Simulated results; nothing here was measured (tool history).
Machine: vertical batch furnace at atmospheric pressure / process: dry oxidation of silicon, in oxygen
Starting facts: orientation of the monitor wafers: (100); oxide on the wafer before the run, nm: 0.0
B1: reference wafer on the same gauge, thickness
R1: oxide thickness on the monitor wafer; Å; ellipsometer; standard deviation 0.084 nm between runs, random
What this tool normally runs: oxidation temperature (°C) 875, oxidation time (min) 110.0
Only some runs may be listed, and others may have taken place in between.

Run 1, hour 0.0: usual settings; B1 26.21. Result: R1 221.0 Å.
Run 2, hour 59.8: usual settings; B1 26.15. Result: R1 222.3 Å.
Run 3, hour 129.7: usual settings; B1 26.21. Result: R1 221.4 Å.
Run 4, hour 189.5: usual settings; B1 26.19. Result: R1 220.8 Å.
Run 5, hour 227.4: usual settings; B1 26.22. Result: R1 220.4 Å.
Run 6, hour 259.8: usual settings; B1 26.19. Result: R1 221.3 Å.
Run 7, hour 303.5: usual settings; B1 26.23. Result: R1 219.7 Å.
Run 8, hour 338.2: usual settings; B1 26.21. Result: R1 222.0 Å.
Run 9, hour 364.6: usual settings; B1 26.24. Result: R1 220.8 Å.
Run 10, hour 394.3: usual settings; B1 26.17. Result: R1 220.1 Å.
Run 11, hour 421.8: usual settings but oxidation time (min) 135.0; B1 26.21. Result: R1 251.7 Å.
Run 12, hour 458.7: usual settings but oxidation time (min) 135.0; B1 26.22. Result: R1 254.1 Å.
Run 13, hour 505.0: usual settings but oxidation temperature (°C) 894; B1 26.21. Result: R1 272.6 Å.
Run 14, hour 560.7: usual settings but oxidation temperature (°C) 894; B1 26.23. Result: R1 270.2 Å.
Run 15, hour 625.1: usual settings; B1 26.22. Result: R1 220.6 Å.
Run 16, hour 686.6: usual settings; B1 26.21. Result: R1 222.5 Å.
Run 17, hour 747.5: usual settings; B1 26.20. Result: R1 221.7 Å.
Run 18, hour 793.6: usual settings; B1 26.18. Result: R1 221.3 Å.
Run 19, hour 819.1: usual settings; B1 26.20. Result: R1 220.5 Å.
Run 20, hour 879.0: usual settings but oxidation temperature (°C) 897, oxidation time (min) 161.0; B1 26.22. Result: R1 361.0 Å.
At hour 901.5: gauge calibrated.
At hour 922.5: thermocouples replaced and temperature profile calibrated.
Run 21, hour 939.6: usual settings but oxidation temperature (°C) 899, oxidation time (min) 81.0; B1 26.17. Result: R1 233.0 Å.
Run 22, hour 986.3: usual settings but oxidation temperature (°C) 859, oxidation time (min) 163.5; B1 26.18. Result: R1 242.8 Å.
Run 23, hour 1053.1: usual settings but oxidation temperature (°C) 861, oxidation time (min) 128.5; B1 26.22. Result: R1 209.7 Å.
Run 24, hour 1079.8: usual settings but oxidation time (min) 65.0; B1 26.17. Result: R1 155.3 Å.
Run 25, hour 1140.1: usual settings but oxidation temperature (°C) 868, oxidation time (min) 154.5; B1 26.19. Result: R1 257.7 Å.
Run 26, hour 1202.8: usual settings but oxidation temperature (°C) 866, oxidation time (min) 135.0; B1 26.19. Result: R1 230.9 Å.
At hour 1266.5: boat lift adjusted.
Run 27, hour 1267.0: usual settings; B1 26.22. Result: R1 221.6 Å.
Run 28, hour 1315.5: usual settings but oxidation temperature (°C) 852; B1 26.18. Result: R1 171.9 Å.
Run 29, hour 1355.3: usual settings but oxidation time (min) 68.0; B1 26.20. Result: R1 160.5 Å.
Run 30, hour 1406.8: usual settings but oxidation temperature (°C) 894, oxidation time (min) 142.0; B1 26.22. Result: R1 319.9 Å.
Run 31, hour 1475.1: usual settings but oxidation temperature (°C) 886, oxidation time (min) 154.5; B1 26.17. Result: R1 308.9 Å.
Run 32, hour 1510.9: usual settings; B1 26.23. Result: R1 220.1 Å.
Run 33, hour 1695.9: usual settings but oxidation time (min) 135.0; B1 26.15. Result: R1 252.6 Å.
Run 34, hour 1730.7: usual settings but oxidation temperature (°C) 855, oxidation time (min) 141.0; B1 26.22. Result: R1 211.0 Å.
Run 35, hour 1791.6: usual settings but oxidation temperature (°C) 899, oxidation time (min) 129.0; B1 26.20. Result: R1 315.6 Å.

State the hidden condition of the tool at each of the runs:
true tube temperature minus thermocouple reading, K: 0 across all the runs
monitor wafer colder than the profiled boat position, K: 0 across all the runs
gauge reads high (%): 0 across all the runs

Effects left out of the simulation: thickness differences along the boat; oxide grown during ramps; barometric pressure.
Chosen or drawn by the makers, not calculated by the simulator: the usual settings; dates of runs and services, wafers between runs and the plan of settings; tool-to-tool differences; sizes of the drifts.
